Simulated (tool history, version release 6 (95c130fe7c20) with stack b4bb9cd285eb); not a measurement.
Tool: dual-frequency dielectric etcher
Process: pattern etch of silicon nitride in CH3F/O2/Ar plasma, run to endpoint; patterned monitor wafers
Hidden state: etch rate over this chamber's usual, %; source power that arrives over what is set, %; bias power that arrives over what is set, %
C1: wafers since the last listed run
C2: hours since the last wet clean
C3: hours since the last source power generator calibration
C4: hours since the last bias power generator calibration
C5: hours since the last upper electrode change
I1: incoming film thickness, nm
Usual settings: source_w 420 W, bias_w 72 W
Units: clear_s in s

run 1 hour=0 | source_w=420 bias_w=72 | C1=0 C2=26 C3=4274 C4=1439.1 C5=2364.4 | I1=29.13 | clear_s=43.1
run 2 hour=90.5 | source_w=420 bias_w=72 | C1=1185 C2=116.5 C3=4364.5 C4=1529.6 C5=2454.9 | I1=29.55 | clear_s=43.3
run 3 hour=154.8 | source_w=420 bias_w=72 | C1=842 C2=180.8 C3=4428.8 C4=1593.9 C5=2519.2 | I1=29.46 | clear_s=43.8
run 4 hour=245.8 | source_w=420 bias_w=83 | C1=1191 C2=271.8 C3=4519.8 C4=1684.9 C5=2610.2 | I1=29.58 | clear_s=42.2
run 5 hour=306.8 | source_w=420 bias_w=72 | C1=798 C2=332.8 C3=4580.8 C4=1745.9 C5=2671.2 | I1=29.38 | clear_s=43.2
-- hour=368.7 upper electrode replaced
run 6 hour=369.4 | source_w=420 bias_w=68 | C1=505 C2=395.4 C3=4643.4 C4=1808.5 C5=0.7 | I1=29.47 | clear_s=44.5
run 7 hour=409 | source_w=490 bias_w=61 | C1=518 C2=435 C3=4683 C4=1848.1 C5=40.3 | I1=29.45 | clear_s=42.3
-- hour=497.8 bias power generator calibrated
run 8 hour=515.9 | source_w=490 bias_w=61 | C1=1347 C2=541.9 C3=4789.9 C4=18.1 C5=147.2 | I1=29.45 | clear_s=41.9
-- hour=546.3 wet clean of the chamber
run 9 hour=572.5 | source_w=350 bias_w=60 | C1=426 C2=26.2 C3=4846.5 C4=74.7 C5=203.8 | I1=29.48 | clear_s=50.2
run 10 hour=641.7 | source_w=370 bias_w=89 | C1=906 C2=95.4 C3=4915.7 C4=143.9 C5=273 | I1=29.34 | clear_s=43.3
run 11 hour=709.6 | source_w=420 bias_w=72 | C1=889 C2=163.3 C3=4983.6 C4=211.8 C5=340.9 | I1=29.39 | clear_s=43.5
run 12 hour=756.5 | source_w=420 bias_w=79 | C1=614 C2=210.2 C3=5030.5 C4=258.7 C5=387.8 | I1=29.63 | clear_s=42.3
-- hour=839 source power generator calibrated
run 13 hour=847.7 | source_w=420 bias_w=81 | C1=1142 C2=301.4 C3=8.7 C4=349.9 C5=479 | I1=29.65 | clear_s=42.3
run 14 hour=913 | source_w=480 bias_w=62 | C1=855 C2=366.7 C3=74 C4=415.2 C5=544.3 | I1=29.58 | clear_s=42.2
run 15 hour=977.5 | source_w=420 bias_w=72 | C1=844 C2=431.2 C3=138.5 C4=479.7 C5=608.8 | I1=29.46 | clear_s=43.2
-- hour=1047 wet clean of the chamber
run 16 hour=1079.5 | source_w=470 bias_w=58 | C1=1021 C2=32.5 C3=240.5 C4=581.7 C5=710.8 | I1=29.74 | clear_s=44.2

Forecast each of these 3 alternatives for the next run:
run A hour=1079.9 | source_w=420 bias_w=72 | C1=5 C2=32.9 C3=240.9 C4=582.1 C5=711.2 | I1=29.52 | clear_s=?
run B hour=1079.9 | source_w=510 bias_w=60 | C1=5 C2=32.9 C3=240.9 C4=582.1 C5=711.2 | I1=29.52 | clear_s=?
run C hour=1079.9 | source_w=460 bias_w=72 | C1=5 C2=32.9 C3=240.9 C4=582.1 C5=711.2 | I1=29.52 | clear_s=?

run=A clear_s=43.5
run=B clear_s=41.5
run=C clear_s=41.6
Without the tool's hidden state the same runs would have given:
run=A clear_s=43.5
run=B clear_s=41.5
run=C clear_s=41.6

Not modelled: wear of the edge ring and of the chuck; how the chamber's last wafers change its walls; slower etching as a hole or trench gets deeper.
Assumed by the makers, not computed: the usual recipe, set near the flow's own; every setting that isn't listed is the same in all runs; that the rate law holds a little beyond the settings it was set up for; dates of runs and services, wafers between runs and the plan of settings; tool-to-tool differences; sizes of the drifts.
